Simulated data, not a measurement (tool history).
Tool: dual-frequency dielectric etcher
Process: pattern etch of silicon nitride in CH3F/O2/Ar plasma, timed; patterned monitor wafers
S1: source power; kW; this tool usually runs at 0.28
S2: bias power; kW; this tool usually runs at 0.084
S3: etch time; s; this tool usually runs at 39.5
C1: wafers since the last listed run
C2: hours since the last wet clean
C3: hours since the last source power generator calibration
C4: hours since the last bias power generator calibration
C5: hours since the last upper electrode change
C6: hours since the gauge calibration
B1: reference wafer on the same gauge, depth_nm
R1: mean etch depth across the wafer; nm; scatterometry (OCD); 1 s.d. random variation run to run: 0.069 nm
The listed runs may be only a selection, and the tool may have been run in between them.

run	hour	S1	S2	S3	C1	C2	C3	C4	C5	C6	B1	R1
1	0	0.28	0.084	39.5	0	404.2	2932	2242.4	4312.3	433.5	28.6	28.16
2	26.9	0.28	0.09	39.5	232	431.1	2958.9	2269.3	4339.2	460.4	28.62	28.69
3	46.7	0.3	0.084	39.5	171	450.9	2978.7	2289.1	4359	480.2	28.64	29.05
# hour 71: wet clean of the chamber
4	78.9	0.34	0.084	39.5	70	7.9	3010.9	2321.3	4391.2	512.4	28.64	31.44
5	91.3	0.34	0.084	39.5	107	20.3	3023.3	2333.7	4403.6	524.8	28.61	31.2
6	110.4	0.28	0.092	39.5	165	39.4	3042.4	2352.8	4422.7	543.9	28.63	29.4
7	132.3	0.28	0.084	39.5	189	61.3	3064.3	2374.7	4444.6	565.8	28.59	28.64
8	167.6	0.28	0.084	39.5	305	96.6	3099.6	2410	4479.9	601.1	28.57	28.69
# hour 171.4: gauge calibrated
9	181.6	0.23	0.084	39.5	121	110.6	3113.6	2424	4493.9	10.2	28.61	26.23
10	211	0.28	0.084	39.5	254	140	3143	2453.4	4523.3	39.6	28.64	28.64
# hour 230.3: bias power generator calibrated
11	242.4	0.28	0.084	39.5	237	171.4	3174.4	12.1	4554.7	71	28.59	28.42
12	255.7	0.28	0.084	32.5	115	184.7	3187.7	25.4	4568	84.3	28.6	23.47
# hour 291.5: upper electrode replaced, of another model than before
13	292	0.28	0.084	39.5	106	221	3224	61.7	0.5	120.6	28.57	28.45
14	292.3	0.28	0.084	39.5	2	221.3	3224.3	62	0.8	120.9	28.58	28.55
15	307.7	0.34	0.07	39.5	133	236.7	3239.7	77.4	16.2	136.3	28.59	31.75
16	337.9	0.32	0.084	39.5	261	266.9	3269.9	107.6	46.4	166.5	28.59	31.3
17	357.4	0.26	0.084	39.5	168	286.4	3289.4	127.1	65.9	186	28.63	26.75
18	379.2	0.33	0.104	33	188	308.2	3311.2	148.9	87.7	207.8	28.6	27.44
19	396.2	0.28	0.084	39.5	147	325.2	3328.2	165.9	104.7	224.8	28.58	28.24
20	409.7	0.28	0.084	44.5	116	338.7	3341.7	179.4	118.2	238.3	28.6	31.97
21	437.4	0.34	0.07	39.5	239	366.4	3369.4	207.1	145.9	266	28.58	31.61
# hour 490.3: wet clean of the chamber
22	490.8	0.22	0.094	49.5	254	0.5	3422.8	260.5	199.3	319.4	28.55	29.62
23	491.2	0.28	0.084	31.5	3	0.9	3423.2	260.9	199.7	319.8	28.61	22.88
# hour 503: source power generator calibrated
24	503.5	0.22	0.084	39.5	71	13.2	0.5	273.2	212	332.1	28.59	23.27
25	511.9	0.28	0.084	39.5	72	21.6	8.9	281.6	220.4	340.5	28.64	28.76
26	525.7	0.28	0.095	39.5	119	35.4	22.7	295.4	234.2	354.3	28.65	29.29
27	539.2	0.24	0.069	39.5	116	48.9	36.2	308.9	247.7	367.8	28.59	24.64
28	551.7	0.28	0.084	32.5	108	61.4	48.7	321.4	260.2	380.3	28.6	23.71
29	592.5	0.35	0.093	39.5	353	102.2	89.5	362.2	301	421.1	28.61	33.94
30	626.6	0.28	0.084	39.5	295	136.3	123.6	396.3	335.1	455.2	28.62	28.45
31	659.4	0.28	0.077	34.5	283	169.1	156.4	429.1	367.9	488	28.59	24.59

3 ways to go on from here, each from the tool as it stands after run 31. What would each give?
A	659.8	0.28	0.084	39.5	3	169.5	156.8	429.5	368.3	488.4	?	?
B	659.8	0.31	0.084	49	3	169.5	156.8	429.5	368.3	488.4	?	?
C	659.8	0.34	0.084	49.5	3	169.5	156.8	429.5	368.3	488.4	?	?

run	B1	R1
A	28.59	28.63
B	28.59	38.25
C	28.59	41.11
Stripped of hidden state, with their random variation kept, the same runs would have yielded:
run	R1
A	28.85
B	38.53
C	41.41
